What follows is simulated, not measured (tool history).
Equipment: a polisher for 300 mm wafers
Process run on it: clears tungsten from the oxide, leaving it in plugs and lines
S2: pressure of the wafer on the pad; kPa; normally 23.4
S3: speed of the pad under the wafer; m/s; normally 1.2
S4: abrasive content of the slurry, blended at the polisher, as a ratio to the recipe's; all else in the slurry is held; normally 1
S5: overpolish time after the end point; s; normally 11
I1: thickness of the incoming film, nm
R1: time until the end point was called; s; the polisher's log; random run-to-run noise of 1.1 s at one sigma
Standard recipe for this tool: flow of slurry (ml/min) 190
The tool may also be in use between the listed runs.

run 1 hour=0 | flow_of_slurry_(ml/min)=190 S2=23.4 S3=1.2 S4=1 S5=11 | I1=462.1 | R1=68.5
run 2 hour=8.9 | flow_of_slurry_(ml/min)=190 S2=23.4 S3=1.2 S4=1 S5=11 | I1=450.3 | R1=67.9
run 3 hour=24.1 | flow_of_slurry_(ml/min)=190 S2=23.4 S3=1.2 S4=1 S5=11 | I1=455.7 | R1=69
run 4 hour=34 | flow_of_slurry_(ml/min)=190 S2=23.4 S3=1.2 S4=1 S5=11 | I1=465.3 | R1=67.7
run 5 hour=42.4 | flow_of_slurry_(ml/min)=190 S2=17.9 S3=1.2 S4=1 S5=11 | I1=455.5 | R1=88.9
-- hour=51.2 slurry tank refilled with fresh slurry and peroxide
run 6 hour=60.4 | flow_of_slurry_(ml/min)=190 S2=17.9 S3=1.2 S4=1 S5=11 | I1=457.5 | R1=86.9
run 7 hour=66.9 | flow_of_slurry_(ml/min)=190 S2=17.9 S3=1.2 S4=1 S5=11 | I1=452.9 | R1=85.8
run 8 hour=74 | flow_of_slurry_(ml/min)=190 S2=23.4 S3=1.2 S4=1 S5=11 | I1=457.8 | R1=68.1
-- hour=86.9 worn pad replaced by a new one
run 9 hour=87.4 | flow_of_slurry_(ml/min)=190 S2=23.4 S3=1.2 S4=1 S5=11 | I1=455.7 | R1=66.5
run 10 hour=102.5 | flow_of_slurry_(ml/min)=190 S2=23.4 S3=1.2 S4=1 S5=11 | I1=464.8 | R1=68.1
-- hour=116 head pressure recalibrated
-- hour=117.9 slurry blender recalibrated
run 11 hour=118.4 | flow_of_slurry_(ml/min)=240 S2=23.4 S3=1.2 S4=1 S5=11 | I1=464.9 | R1=63.9
run 12 hour=129 | flow_of_slurry_(ml/min)=190 S2=23.4 S3=1.44 S4=1 S5=11 | I1=456.9 | R1=57.2
run 13 hour=139.5 | flow_of_slurry_(ml/min)=190 S2=26.2 S3=1.38 S4=1 S5=11 | I1=467.5 | R1=53.3
run 14 hour=147.5 | flow_of_slurry_(ml/min)=190 S2=23.4 S3=1.2 S4=1 S5=11 | I1=460.9 | R1=63.6
-- hour=153.6 slurry nozzle cleaned
-- hour=157.2 slurry tank refilled with fresh slurry and peroxide
run 15 hour=165.2 | flow_of_slurry_(ml/min)=190 S2=23.4 S3=1.2 S4=1.2 S5=11 | I1=460.6 | R1=61.1
run 16 hour=171.4 | flow_of_slurry_(ml/min)=190 S2=23.4 S3=1.2 S4=1 S5=11 | I1=459.9 | R1=64.1
-- hour=180 head pressure recalibrated, repeated, since the last time left the tool worse
run 17 hour=186.5 | flow_of_slurry_(ml/min)=190 S2=30.3 S3=1.58 S4=0.8 S5=15 | I1=457.6 | R1=51.6
-- hour=199.5 worn pad replaced by a new one
run 18 hour=222.3 | flow_of_slurry_(ml/min)=245 S2=23.4 S3=1.2 S4=1 S5=9 | I1=465.2 | R1=74.9
run 19 hour=235.9 | flow_of_slurry_(ml/min)=190 S2=29.6 S3=1.2 S4=1 S5=13 | I1=460.2 | R1=60.8
-- hour=247.4 slurry tank refilled with fresh slurry and peroxide
run 20 hour=251.3 | flow_of_slurry_(ml/min)=190 S2=17.9 S3=1.2 S4=1 S5=13 | I1=464.6 | R1=99.8
run 21 hour=266.2 | flow_of_slurry_(ml/min)=190 S2=23.4 S3=1.2 S4=1 S5=11 | I1=463.1 | R1=75.4
run 22 hour=276 | flow_of_slurry_(ml/min)=190 S2=29.6 S3=1.36 S4=1 S5=6 | I1=456.1 | R1=54.3
run 23 hour=287.5 | flow_of_slurry_(ml/min)=190 S2=17.9 S3=1.2 S4=1 S5=11 | I1=468 | R1=101
-- hour=297.1 worn pad replaced by a new one
run 24 hour=304.7 | flow_of_slurry_(ml/min)=225 S2=23.4 S3=1.2 S4=0.85 S5=11 | I1=458.7 | R1=74.3
run 25 hour=312.4 | flow_of_slurry_(ml/min)=190 S2=23.4 S3=1.2 S4=1 S5=11 | I1=453 | R1=73.6
run 26 hour=324.4 | flow_of_slurry_(ml/min)=190 S2=23.4 S3=1.2 S4=1 S5=11 | I1=466.8 | R1=75.2

Alternative continuations, all from the tool just after run 26; predict every row:
run A hour=324.9 | flow_of_slurry_(ml/min)=190 S2=23.4 S3=1.2 S4=1 S5=11 | I1=461.2 | R1=?
run B hour=324.9 | flow_of_slurry_(ml/min)=190 S2=31 S3=1.2 S4=1 S5=11 | I1=461.2 | R1=?
run C hour=324.9 | flow_of_slurry_(ml/min)=160 S2=31 S3=1.2 S4=1 S5=11 | I1=461.2 | R1=?
run D hour=324.9 | flow_of_slurry_(ml/min)=165 S2=23.4 S3=1.34 S4=1 S5=11 | I1=461.2 | R1=?

run=A R1=74.6
run=B R1=56.4
run=C R1=57.2
run=D R1=70.6
Take away the tool's hidden state, keep each run's random variation, and the runs would have read:
run=A R1=73.9
run=B R1=55.8
run=C R1=56.6
run=D R1=69.8

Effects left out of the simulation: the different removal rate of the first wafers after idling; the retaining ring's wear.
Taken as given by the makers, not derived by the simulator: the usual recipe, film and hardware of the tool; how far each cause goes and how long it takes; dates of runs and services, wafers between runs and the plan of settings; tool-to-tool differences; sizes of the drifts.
